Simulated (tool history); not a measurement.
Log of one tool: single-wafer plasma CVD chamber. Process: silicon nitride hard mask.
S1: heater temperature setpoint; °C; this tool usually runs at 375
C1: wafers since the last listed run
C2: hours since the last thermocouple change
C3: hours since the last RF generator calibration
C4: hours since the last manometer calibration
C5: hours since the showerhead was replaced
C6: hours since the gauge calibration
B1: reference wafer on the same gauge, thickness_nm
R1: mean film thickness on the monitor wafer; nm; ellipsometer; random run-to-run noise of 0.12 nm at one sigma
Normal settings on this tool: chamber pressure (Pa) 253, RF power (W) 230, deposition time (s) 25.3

Run 1, hour 0: usual settings; C1 0; C2 1065.4; C3 1051; C4 570.1; C5 1; C6 90.3; B1 27.93. Result: R1 26.465 nm.
Run 2, hour 25.6: usual settings; C1 470; C2 1091; C3 1076.6; C4 595.7; C5 26.6; C6 115.9; B1 27.932. Result: R1 26.651 nm.
Run 3, hour 87.7: usual settings but S1 366 °C, deposition time (s) 27.4; C1 1141; C2 1153.1; C3 1138.7; C4 657.8; C5 88.7; C6 178; B1 27.91. Result: R1 28.756 nm.
At hour 113.7: RF generator calibrated.
Run 4, hour 117.4: usual settings but RF power (W) 255, deposition time (s) 23.8; C1 398; C2 1182.8; C3 3.7; C4 687.5; C5 118.4; C6 207.7; B1 27.931. Result: R1 25.816 nm.
Run 5, hour 183.5: usual settings but RF power (W) 255, deposition time (s) 23.8; C1 1214; C2 1248.9; C3 69.8; C4 753.6; C5 184.5; C6 273.8; B1 27.914. Result: R1 25.889 nm.
Run 6, hour 220.7: usual settings but RF power (W) 255, deposition time (s) 23.8; C1 683; C2 1286.1; C3 107; C4 790.8; C5 221.7; C6 311; B1 27.871. Result: R1 25.869 nm.
Run 7, hour 274.1: usual settings; C1 981; C2 1339.5; C3 160.4; C4 844.2; C5 275.1; C6 364.4; B1 27.874. Result: R1 26.423 nm.
Run 8, hour 305.7: usual settings but chamber pressure (Pa) 308; C1 580; C2 1371.1; C3 192; C4 875.8; C5 306.7; C6 396; B1 27.859. Result: R1 27.746 nm.
Run 9, hour 374.5: usual settings but deposition time (s) 21.6; C1 1264; C2 1439.9; C3 260.8; C4 944.6; C5 375.5; C6 464.8; B1 27.928. Result: R1 22.541 nm.
Run 10, hour 415.2: usual settings but deposition time (s) 20.4; C1 748; C2 1480.6; C3 301.5; C4 985.3; C5 416.2; C6 505.5; B1 27.899. Result: R1 21.373 nm.
Run 11, hour 455.6: usual settings; C1 742; C2 1521; C3 341.9; C4 1025.7; C5 456.6; C6 545.9; B1 27.912. Result: R1 26.359 nm.
Run 12, hour 517.9: usual settings but deposition time (s) 22.8; C1 1145; C2 1583.3; C3 404.2; C4 1088; C5 518.9; C6 608.2; B1 27.866. Result: R1 23.759 nm.
Run 13, hour 684.1: usual settings; C1 3054; C2 1749.5; C3 570.4; C4 1254.2; C5 685.1; C6 774.4; B1 27.919. Result: R1 26.485 nm.
At hour 702.9: thermocouple changed; heater temperature recalibrated.
At hour 721.9: capacitance manometer re-zeroed and calibrated.
Run 14, hour 740.3: usual settings but chamber pressure (Pa) 220, RF power (W) 200; C1 738; C2 37.4; C3 626.6; C4 18.4; C5 741.3; C6 830.6; B1 27.882. Result: R1 24.106 nm.
Run 15, hour 794: usual settings but S1 381 °C, chamber pressure (Pa) 283, RF power (W) 250, deposition time (s) 28.7; C1 987; C2 91.1; C3 680.3; C4 72.1; C5 795; C6 884.3; B1 27.911. Result: R1 32.057 nm.
Run 16, hour 843.1: usual settings but S1 361 °C, RF power (W) 210; C1 902; C2 140.2; C3 729.4; C4 121.2; C5 844.1; C6 933.4; B1 27.9. Result: R1 25.572 nm.
Run 17, hour 869.2: usual settings; C1 479; C2 166.3; C3 755.5; C4 147.3; C5 870.2; C6 959.5; B1 27.906. Result: R1 26.297 nm.
Run 18, hour 902.3: usual settings; C1 608; C2 199.4; C3 788.6; C4 180.4; C5 903.3; C6 992.6; B1 27.907. Result: R1 26.37 nm.
Run 19, hour 937.3: usual settings; C1 643; C2 234.4; C3 823.6; C4 215.4; C5 938.3; C6 1027.6; B1 27.91. Result: R1 26.187 nm.
Run 20, hour 1001.5: usual settings but chamber pressure (Pa) 305, deposition time (s) 24; C1 1179; C2 298.6; C3 887.8; C4 279.6; C5 1002.5; C6 1091.8; B1 27.937. Result: R1 26.217 nm.
Run 21, hour 1052.2: usual settings; C1 931; C2 349.3; C3 938.5; C4 330.3; C5 1053.2; C6 1142.5; B1 27.82. Result: R1 26.44 nm.
Run 22, hour 1110.6: usual settings; C1 1073; C2 407.7; C3 996.9; C4 388.7; C5 1111.6; C6 1200.9; B1 27.893. Result: R1 26.647 nm.
Run 23, hour 1179.2: usual settings but chamber pressure (Pa) 223; C1 1260; C2 476.3; C3 1065.5; C4 457.3; C5 1180.2; C6 1269.5; B1 27.849. Result: R1 25.676 nm.
Run 24, hour 1274: usual settings but S1 367 °C, RF power (W) 275; C1 1742; C2 571.1; C3 1160.3; C4 552.1; C5 1275; C6 1364.3; B1 27.906. Result: R1 28.411 nm.
Run 25, hour 1312.6: usual settings but S1 386 °C, chamber pressure (Pa) 289, RF power (W) 190, deposition time (s) 29.6; C1 709; C2 609.7; C3 1198.9; C4 590.7; C5 1313.6; C6 1402.9; B1 27.855. Result: R1 29.194 nm.
Run 26, hour 1348.7: usual settings but S1 384 °C, RF power (W) 185, deposition time (s) 22.7; C1 663; C2 645.8; C3 1235; C4 626.8; C5 1349.7; C6 1439; B1 27.944. Result: R1 21.595 nm.
Run 27, hour 1380: usual settings but chamber pressure (Pa) 221, RF power (W) 205; C1 575; C2 677.1; C3 1266.3; C4 658.1; C5 1381; C6 1470.3; B1 27.907. Result: R1 24.119 nm.
Run 28, hour 1416.9: usual settings; C1 678; C2 714; C3 1303.2; C4 695; C5 1417.9; C6 1507.2; B1 27.9. Result: R1 26.506 nm.
At hour 1438.9: RF generator calibrated.
Run 29, hour 1456.9: usual settings but RF power (W) 270; C1 588; C2 754; C3 18; C4 735; C5 1457.9; C6 1547.2; B1 27.86. Result: R1 28.177 nm.

4 ways to go on from here, each from the tool as it stands after run 29. What would each give?
Run A, hour 1457.3: usual settings but chamber pressure (Pa) 224; C1 7; C2 754.4; C3 18.4; C4 735.4; C5 1458.3; C6 1547.6; B1 ?. Result: R1 ?.
Run B, hour 1457.3: usual settings but S1 370 °C, chamber pressure (Pa) 205, RF power (W) 205, deposition time (s) 28.9; C1 7; C2 754.4; C3 18.4; C4 735.4; C5 1458.3; C6 1547.6; B1 ?. Result: R1 ?.
Run C, hour 1457.3: usual settings but S1 387 °C, RF power (W) 205, deposition time (s) 30.2; C1 7; C2 754.4; C3 18.4; C4 735.4; C5 1458.3; C6 1547.6; B1 ?. Result: R1 ?.
Run D, hour 1457.3: usual settings but chamber pressure (Pa) 221, RF power (W) 245, deposition time (s) 24; C1 7; C2 754.4; C3 18.4; C4 735.4; C5 1458.3; C6 1547.6; B1 ?. Result: R1 ?.

run      B1      R1
  A  27.859  25.516
  B  27.859  27.229
  C  27.859  29.829
  D  27.859  24.758
What these runs would have given with no unlogged condition in the tool:
run      R1
  A  25.516
  B  27.229
  C  29.829
  D  24.758
